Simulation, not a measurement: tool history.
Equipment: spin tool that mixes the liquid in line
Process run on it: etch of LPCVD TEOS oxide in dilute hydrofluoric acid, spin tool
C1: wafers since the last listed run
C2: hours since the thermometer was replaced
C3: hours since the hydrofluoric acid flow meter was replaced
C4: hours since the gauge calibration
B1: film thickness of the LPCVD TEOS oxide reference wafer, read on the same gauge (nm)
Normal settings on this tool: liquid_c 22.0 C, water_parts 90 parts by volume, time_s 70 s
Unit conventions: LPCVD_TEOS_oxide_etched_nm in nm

run 1 hour=0.0 | liquid_c=22.0 water_parts=90 time_s=70 | C1=0 C2=517.6 C3=298.5 C4=247.2 | B1=89.99 | LPCVD_TEOS_oxide_etched_nm=13.25
run 2 hour=45.4 | liquid_c=22.0 water_parts=90 time_s=70 | C1=451 C2=563.0 C3=343.9 C4=292.6 | B1=89.97 | LPCVD_TEOS_oxide_etched_nm=13.23
run 3 hour=92.4 | liquid_c=22.0 water_parts=90 time_s=70 | C1=467 C2=610.0 C3=390.9 C4=339.6 | B1=89.99 | LPCVD_TEOS_oxide_etched_nm=13.25
run 4 hour=193.0 | liquid_c=22.0 water_parts=90 time_s=70 | C1=999 C2=710.6 C3=491.5 C4=440.2 | B1=90.00 | LPCVD_TEOS_oxide_etched_nm=13.31
run 5 hour=263.0 | liquid_c=22.0 water_parts=90 time_s=70 | C1=695 C2=780.6 C3=561.5 C4=510.2 | B1=90.00 | LPCVD_TEOS_oxide_etched_nm=13.36
run 6 hour=330.3 | liquid_c=22.0 water_parts=90 time_s=70 | C1=668 C2=847.9 C3=628.8 C4=577.5 | B1=89.99 | LPCVD_TEOS_oxide_etched_nm=13.35
run 7 hour=548.3 | liquid_c=22.0 water_parts=90 time_s=70 | C1=2166 C2=1065.9 C3=846.8 C4=795.5 | B1=89.99 | LPCVD_TEOS_oxide_etched_nm=13.53
run 8 hour=698.3 | liquid_c=22.0 water_parts=70 time_s=40 | C1=1491 C2=1215.9 C3=996.8 C4=945.5 | B1=89.99 | LPCVD_TEOS_oxide_etched_nm=10.15
run 9 hour=781.6 | liquid_c=22.0 water_parts=70 time_s=40 | C1=828 C2=1299.2 C3=1080.1 C4=1028.8 | B1=90.02 | LPCVD_TEOS_oxide_etched_nm=10.18
run 10 hour=874.5 | liquid_c=22.0 water_parts=70 time_s=40 | C1=923 C2=1392.1 C3=1173.0 C4=1121.7 | B1=90.01 | LPCVD_TEOS_oxide_etched_nm=10.32
-- hour=950.0 hydrofluoric acid flow meter replaced
-- hour=1155.7 gauge calibrated
run 11 hour=1155.8 | liquid_c=19.5 water_parts=90 time_s=70 | C1=2786 C2=1673.4 C3=205.8 C4=0.1 | B1=90.00 | LPCVD_TEOS_oxide_etched_nm=11.91
run 12 hour=1245.9 | liquid_c=19.5 water_parts=90 time_s=70 | C1=895 C2=1763.5 C3=295.9 C4=90.2 | B1=90.01 | LPCVD_TEOS_oxide_etched_nm=11.83
run 13 hour=1335.9 | liquid_c=18.0 water_parts=125 time_s=50 | C1=894 C2=1853.5 C3=385.9 C4=180.2 | B1=90.02 | LPCVD_TEOS_oxide_etched_nm=5.61
-- hour=1369.8 thermometer replaced
run 14 hour=1381.7 | liquid_c=19.5 water_parts=90 time_s=45 | C1=445 C2=11.9 C3=431.7 C4=226.0 | B1=89.98 | LPCVD_TEOS_oxide_etched_nm=7.68
run 15 hour=1454.0 | liquid_c=22.0 water_parts=55 time_s=80 | C1=718 C2=84.2 C3=504.0 C4=298.3 | B1=89.98 | LPCVD_TEOS_oxide_etched_nm=25.98
run 16 hour=1502.3 | liquid_c=22.0 water_parts=90 time_s=70 | C1=480 C2=132.5 C3=552.3 C4=346.6 | B1=89.99 | LPCVD_TEOS_oxide_etched_nm=13.35
run 17 hour=1554.7 | liquid_c=22.0 water_parts=90 time_s=70 | C1=520 C2=184.9 C3=604.7 C4=399.0 | B1=90.01 | LPCVD_TEOS_oxide_etched_nm=13.39
run 18 hour=1631.1 | liquid_c=25.0 water_parts=90 time_s=70 | C1=759 C2=261.3 C3=681.1 C4=475.4 | B1=89.98 | LPCVD_TEOS_oxide_etched_nm=15.07
run 19 hour=1705.1 | liquid_c=22.0 water_parts=90 time_s=70 | C1=735 C2=335.3 C3=755.1 C4=549.4 | B1=90.00 | LPCVD_TEOS_oxide_etched_nm=13.48
run 20 hour=1927.3 | liquid_c=22.0 water_parts=90 time_s=70 | C1=2208 C2=557.5 C3=977.3 C4=771.6 | B1=89.98 | LPCVD_TEOS_oxide_etched_nm=13.67
run 21 hour=2028.6 | liquid_c=17.5 water_parts=120 time_s=110 | C1=1006 C2=658.8 C3=1078.6 C4=872.9 | B1=89.96 | LPCVD_TEOS_oxide_etched_nm=12.94
run 22 hour=2071.7 | liquid_c=20.0 water_parts=90 time_s=85 | C1=428 C2=701.9 C3=1121.7 C4=916.0 | B1=90.01 | LPCVD_TEOS_oxide_etched_nm=15.20
-- hour=2098.1 hydrofluoric acid flow meter replaced
run 23 hour=2118.5 | liquid_c=18.5 water_parts=50 time_s=95 | C1=455 C2=748.7 C3=20.4 C4=962.8 | B1=90.02 | LPCVD_TEOS_oxide_etched_nm=28.94
run 24 hour=2190.0 | liquid_c=22.0 water_parts=110 time_s=40 | C1=710 C2=820.2 C3=91.9 C4=1034.3 | B1=90.01 | LPCVD_TEOS_oxide_etched_nm=5.99

Same runs, no hidden state in the tool, same run-to-run variation:
Unlogged tool condition in this case: liquid colder than its thermometer reads (K); hydrofluoric acid flow above the setpoint (%); gauge reads high (%).
run=1 LPCVD_TEOS_oxide_etched_nm=13.07
run=2 LPCVD_TEOS_oxide_etched_nm=13.02
run=3 LPCVD_TEOS_oxide_etched_nm=13.02
run=4 LPCVD_TEOS_oxide_etched_nm=13.03
run=5 LPCVD_TEOS_oxide_etched_nm=13.05
run=6 LPCVD_TEOS_oxide_etched_nm=13.01
run=7 LPCVD_TEOS_oxide_etched_nm=13.08
run=8 LPCVD_TEOS_oxide_etched_nm=9.77
run=9 LPCVD_TEOS_oxide_etched_nm=9.77
run=10 LPCVD_TEOS_oxide_etched_nm=9.88
run=11 LPCVD_TEOS_oxide_etched_nm=11.76
run=12 LPCVD_TEOS_oxide_etched_nm=11.64
run=13 LPCVD_TEOS_oxide_etched_nm=5.50
run=14 LPCVD_TEOS_oxide_etched_nm=7.52
run=15 LPCVD_TEOS_oxide_etched_nm=25.39
run=16 LPCVD_TEOS_oxide_etched_nm=13.01
run=17 LPCVD_TEOS_oxide_etched_nm=13.03
run=18 LPCVD_TEOS_oxide_etched_nm=14.62
run=19 LPCVD_TEOS_oxide_etched_nm=13.04
run=20 LPCVD_TEOS_oxide_etched_nm=13.13
run=21 LPCVD_TEOS_oxide_etched_nm=12.37
run=22 LPCVD_TEOS_oxide_etched_nm=14.52
run=23 LPCVD_TEOS_oxide_etched_nm=28.79
run=24 LPCVD_TEOS_oxide_etched_nm=5.94

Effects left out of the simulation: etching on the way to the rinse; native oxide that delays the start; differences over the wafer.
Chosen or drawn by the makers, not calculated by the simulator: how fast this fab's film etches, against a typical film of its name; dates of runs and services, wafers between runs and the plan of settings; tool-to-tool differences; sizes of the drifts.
